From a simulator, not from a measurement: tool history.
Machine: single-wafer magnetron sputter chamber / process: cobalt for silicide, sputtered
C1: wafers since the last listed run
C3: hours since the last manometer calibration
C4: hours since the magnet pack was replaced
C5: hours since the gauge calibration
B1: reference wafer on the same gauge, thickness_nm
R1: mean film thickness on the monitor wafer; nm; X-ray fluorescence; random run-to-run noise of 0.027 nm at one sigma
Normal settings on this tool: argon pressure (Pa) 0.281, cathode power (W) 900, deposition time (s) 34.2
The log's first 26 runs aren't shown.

run 27 day=32.992 | argon_pressure_(Pa)=0.171 cathode_power_(W)=900 deposition_time_(s)=40.1 | C1=210 wafers_on_the_sputter_target=1290 C3=523.4 C4=172.0 C5=845.1 | B1=14.898 | R1=21.822
-- day=33.288 gauge calibrated
run 28 day=33.954 | argon_pressure_(Pa)=0.197 cathode_power_(W)=800 deposition_time_(s)=28.8 | C1=405 wafers_on_the_sputter_target=1695 C3=546.5 C4=195.1 C5=16.0 | B1=14.894 | R1=13.789
run 29 day=34.804 | argon_pressure_(Pa)=0.281 cathode_power_(W)=900 deposition_time_(s)=34.2 | C1=357 wafers_on_the_sputter_target=2053 C3=566.9 C4=215.5 C5=36.4 | B1=14.900 | R1=17.935
run 30 day=37.533 | argon_pressure_(Pa)=0.171 cathode_power_(W)=1000 deposition_time_(s)=40.0 | C1=1149 wafers_on_the_sputter_target=3202 C3=632.4 C4=281.0 C5=101.9 | B1=14.901 | R1=23.991
run 31 day=38.175 | argon_pressure_(Pa)=0.281 cathode_power_(W)=900 deposition_time_(s)=34.2 | C1=270 wafers_on_the_sputter_target=3472 C3=647.8 C4=296.4 C5=117.3 | B1=14.901 | R1=17.809
run 32 day=39.638 | argon_pressure_(Pa)=0.246 cathode_power_(W)=700 deposition_time_(s)=37.3 | C1=615 wafers_on_the_sputter_target=4088 C3=682.9 C4=331.5 C5=152.4 | B1=14.896 | R1=15.255
run 33 day=41.079 | argon_pressure_(Pa)=0.216 cathode_power_(W)=1000 deposition_time_(s)=37.8 | C1=606 wafers_on_the_sputter_target=4695 C3=717.5 C4=366.1 C5=187.0 | B1=14.897 | R1=22.282
-- day=41.708 sputter target and shields replaced
run 34 day=41.921 | argon_pressure_(Pa)=0.281 cathode_power_(W)=900 deposition_time_(s)=38.7 | C1=214 wafers_on_the_sputter_target=88 C3=737.7 C4=386.3 C5=207.2 | B1=14.903 | R1=20.448
run 35 day=42.604 | argon_pressure_(Pa)=0.348 cathode_power_(W)=850 deposition_time_(s)=31.6 | C1=287 wafers_on_the_sputter_target=376 C3=754.1 C4=402.7 C5=223.6 | B1=14.892 | R1=15.407
run 36 day=43.875 | argon_pressure_(Pa)=0.171 cathode_power_(W)=1000 deposition_time_(s)=40.0 | C1=535 wafers_on_the_sputter_target=911 C3=784.6 C4=433.2 C5=254.1 | B1=14.902 | R1=24.109

3 ways to go on from here, each from the tool as it stands after run 36. What would each give?
run A day=43.892 | argon_pressure_(Pa)=0.281 cathode_power_(W)=900 deposition_time_(s)=34.2 | C1=7 wafers_on_the_sputter_target=918 C3=785.0 C4=433.6 C5=254.5 | B1=? | R1=?
run B day=43.892 | argon_pressure_(Pa)=0.281 cathode_power_(W)=1100 deposition_time_(s)=31.1 | C1=7 wafers_on_the_sputter_target=918 C3=785.0 C4=433.6 C5=254.5 | B1=? | R1=?
run C day=43.892 | argon_pressure_(Pa)=0.247 cathode_power_(W)=1000 deposition_time_(s)=37.9 | C1=7 wafers_on_the_sputter_target=918 C3=785.0 C4=433.6 C5=254.5 | B1=? | R1=?

run=A B1=14.896 R1=17.961
run=B B1=14.896 R1=19.963
run=C B1=14.896 R1=22.341
Without the tool's unlogged condition, the same runs would have read:
run=A R1=17.969
run=B R1=19.971
run=C R1=22.373

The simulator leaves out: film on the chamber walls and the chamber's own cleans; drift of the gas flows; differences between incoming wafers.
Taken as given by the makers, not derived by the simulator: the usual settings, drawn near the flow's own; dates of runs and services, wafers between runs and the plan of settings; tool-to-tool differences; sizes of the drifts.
